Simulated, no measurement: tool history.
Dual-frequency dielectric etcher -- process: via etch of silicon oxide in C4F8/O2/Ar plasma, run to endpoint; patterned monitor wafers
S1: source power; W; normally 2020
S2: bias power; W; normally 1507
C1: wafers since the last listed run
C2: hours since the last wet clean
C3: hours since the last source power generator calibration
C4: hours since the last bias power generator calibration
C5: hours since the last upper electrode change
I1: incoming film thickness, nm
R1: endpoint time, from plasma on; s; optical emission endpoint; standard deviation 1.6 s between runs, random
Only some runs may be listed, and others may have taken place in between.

run    hour    S1    S2   C1     C2      C3      C4      C5      I1     R1
  1     0.0  2020  1711    0  468.3  2572.6   841.4  5010.5  1080.8  213.8
  2    37.2  2020  1711   94  505.5  2609.8   878.6  5047.7  1102.1  221.1
       73.5  -- wet clean of the chamber
  3    74.0  2020  1711   32    0.5  2646.6   915.4  5084.5  1112.3  216.1
  4   135.4  2020  1507  155   61.9  2708.0   976.8  5145.9  1095.0  219.1
  5   177.2  2020  1507  106  103.7  2749.8  1018.6  5187.7  1094.2  219.8
  6   214.3  2020  1507   94  140.8  2786.9  1055.7  5224.8  1096.6  219.8
  7   253.9  2020  1225  100  180.4  2826.5  1095.3  5264.4  1094.1  229.1
  8   403.3  2020  1225  379  329.8  2975.9  1244.7  5413.8  1098.7  231.6
  9   448.8  2020  1225  115  375.3  3021.4  1290.2  5459.3  1091.8  233.8
 10   502.3  2020  1331  135  428.8  3074.9  1343.7  5512.8  1093.2  231.5
 11   544.3  2020  1331  106  470.8  3116.9  1385.7  5554.8  1108.3  234.3
      585.4  -- source power generator calibrated
 12   585.8  2270  1592   95  512.3     0.4  1427.2  5596.3  1087.8  205.0
      625.2  -- bias power generator calibrated
      645.9  -- wet clean of the chamber
 13   646.4  2020  1507   90    0.5    61.0    21.2  5656.9  1092.4  233.3
 14   661.6  2020  1507   38   15.7    76.2    36.4  5672.1  1096.1  233.1
 15   716.8  2020  1507  140   70.9   131.4    91.6  5727.3  1091.7  231.8
 16   741.5  2460  1159   62   95.6   156.1   116.3  5752.0  1094.9  223.7
 17   785.8  2020  1242  112  139.9   200.4   160.6  5796.3  1105.7  246.9
 18   816.9  2290  1660   78  171.0   231.5   191.7  5827.4  1092.8  210.6
      844.0  -- upper electrode replaced
      905.7  -- wet clean of the chamber, repeated, since the last time left the tool worse
 19   906.2  1670  1507  104    0.5   320.8   281.0    62.2  1090.6  248.0
 20   918.8  1640  1314   31   13.1   333.4   293.6    74.8  1094.8  257.8
 21   974.4  1590  1304  141   68.7   389.0   349.2   130.4  1099.8  267.8
 22  1020.6  1640  1507  117  114.9   435.2   395.4   176.6  1099.3  250.5
 23  1074.0  2020  1507  135  168.3   488.6   448.8   230.0  1106.5  222.8
 24  1145.8  2290  1507  182  240.1   560.4   520.6   301.8  1091.1  203.5
 25  1190.0  1820  1507  112  284.3   604.6   564.8   346.0  1088.9  235.9
 26  1259.6  2020  1507  176  353.9   674.2   634.4   415.6  1101.6  226.1
 27  1318.9  2220  1706  150  413.2   733.5   693.7   474.9  1092.3  206.2
 28  1384.5  1680  1147  166  478.8   799.1   759.3   540.5  1098.0  267.1
     1436.3  -- wet clean of the chamber
 29  1437.8  2300  1650   74    1.5   852.4   812.6   593.8  1100.2  197.8
 30  1482.5  1660  1767  113   46.2   897.1   857.3   638.5  1087.7  237.1
 31  1526.3  2020  1507  111   90.0   940.9   901.1   682.3  1090.1  219.3

What if the next run were any one of these 4? Each begins from the tool's condition after run 31:
  A  1526.8  2020  1817   1  90.5  941.4  901.6  682.8  1104.9   ?
  B  1526.8  2170  1343   1  90.5  941.4  901.6  682.8  1104.9   ?
  C  1526.8  2150  1507   1  90.5  941.4  901.6  682.8  1104.9   ?
  D  1526.8  1540  1507   1  90.5  941.4  901.6  682.8  1104.9   ?

run     R1
  A  211.3
  B  218.3
  C  213.5
  D  263.4
Without the tool's unlogged condition, the same runs would have read:
run     R1
  A  209.8
  B  216.7
  C  212.0
  D  261.5
